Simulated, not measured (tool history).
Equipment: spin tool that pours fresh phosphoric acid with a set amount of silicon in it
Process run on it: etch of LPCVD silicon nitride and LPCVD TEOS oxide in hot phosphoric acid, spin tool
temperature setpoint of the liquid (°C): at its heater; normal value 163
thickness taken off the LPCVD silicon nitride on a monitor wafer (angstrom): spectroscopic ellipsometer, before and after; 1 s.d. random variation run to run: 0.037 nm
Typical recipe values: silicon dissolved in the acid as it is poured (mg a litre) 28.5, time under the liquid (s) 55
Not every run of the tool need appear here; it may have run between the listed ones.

run	day	temperature setpoint of the liquid (°C)	silicon dissolved in the acid as it is poured (mg a litre)	time under the liquid (s)	wafers since the last listed run	hours since the thermometer was replaced	hours since the dissolved silicon flow meter was replaced	hours since the heated supply line was repaired	hours since the gauge calibration	read-back film thickness of the LPCVD silicon nitride reference wafer, read on the same gauge (nm)	thickness taken off the LPCVD silicon nitride on a monitor wafer (angstrom)
1	0	163	28.5	55	0	1010.4	679.8	2170.6	2317	103.26	52.5
# day 2.938: dissolved silicon flow meter replaced
2	5.904	163	28.5	55	2300	1152.1	71.2	2312.3	2458.7	103.5	53.3
3	9.971	163	28.5	55	1596	1249.7	168.8	2409.9	2556.3	103.67	53.3
4	12.758	164.5	36.5	30	1094	1316.6	235.7	2476.8	2623.2	103.77	30.4
5	22.15	161.5	15	40	3685	1542	461.1	2702.2	2848.6	104.14	36.8
# day 25.988: thermometer replaced
6	26.45	165	28.5	35	1671	11.1	564.3	2805.4	2951.8	104.3	36.5
7	28.725	162	20.5	80	892	65.7	618.9	2860	3006.4	104.4	75.3
# day 31.171: heated supply line repaired
8	32.225	163	47	35	1357	149.7	702.9	25.3	3090.4	104.53	34
9	36.35	162	28.5	35	1618	248.7	801.9	124.3	3189.4	104.69	33.4
# day 37.779: dissolved silicon flow meter replaced
# day 39.125: gauge calibrated
10	40.675	164	28.5	35	1681	352.5	69.5	228.1	37.2	100.99	34.2
11	43.796	162	28.5	55	1224	427.4	144.4	303	112.1	101.13	50.3
12	46.325	164	12.5	40	992	488.1	205.1	363.7	172.8	101.22	38.8
13	49.292	160.5	44.5	35	1164	559.3	276.3	434.9	244	101.35	30.9
14	52.908	163	28.5	55	1419	646.1	363.1	521.7	330.8	101.48	52
15	54.979	166	12.5	55	812	695.8	412.8	571.4	380.5	101.57	57.7
16	59.025	162	28.5	35	1587	792.9	509.9	668.5	477.6	101.72	31.8
17	63.346	163	28.5	55	1695	896.6	613.6	772.2	581.3	101.88	52.4
18	66.754	163	13	55	1337	978.4	695.4	854	663.1	102.01	52.5
19	69.779	161.5	43	85	1187	1051	768	926.6	735.7	102.12	76.3
20	72.362	163	28.5	80	1013	1113	830	988.6	797.7	102.22	75.7
# day 73.412: dissolved silicon flow meter replaced
21	74.683	163	28.5	25	894	1168.7	30.5	1044.3	853.4	102.34	24

Branching from run 21: 5 alternative next runs. What would each branch give?
A	74.7	163	45	55	6	1169.1	30.9	1044.7	853.8	?	?
B	74.7	163	50	55	6	1169.1	30.9	1044.7	853.8	?	?
C	74.7	165.5	5.5	55	6	1169.1	30.9	1044.7	853.8	?	?
D	74.7	166	13	55	6	1169.1	30.9	1044.7	853.8	?	?
E	74.7	165.5	45.5	55	6	1169.1	30.9	1044.7	853.8	?	?

run	read-back film thickness of the LPCVD silicon nitride reference wafer, read on the same gauge (nm)	thickness taken off the LPCVD silicon nitride on a monitor wafer (angstrom)
A	102.33	53.4
B	102.33	53.4
C	102.33	58
D	102.33	59
E	102.33	58
Stripped of hidden state, with their random variation kept, the same runs would have yielded:
run	thickness taken off the LPCVD silicon nitride on a monitor wafer (angstrom)
A	52.2
B	52.2
C	56.7
D	57.6
E	56.7
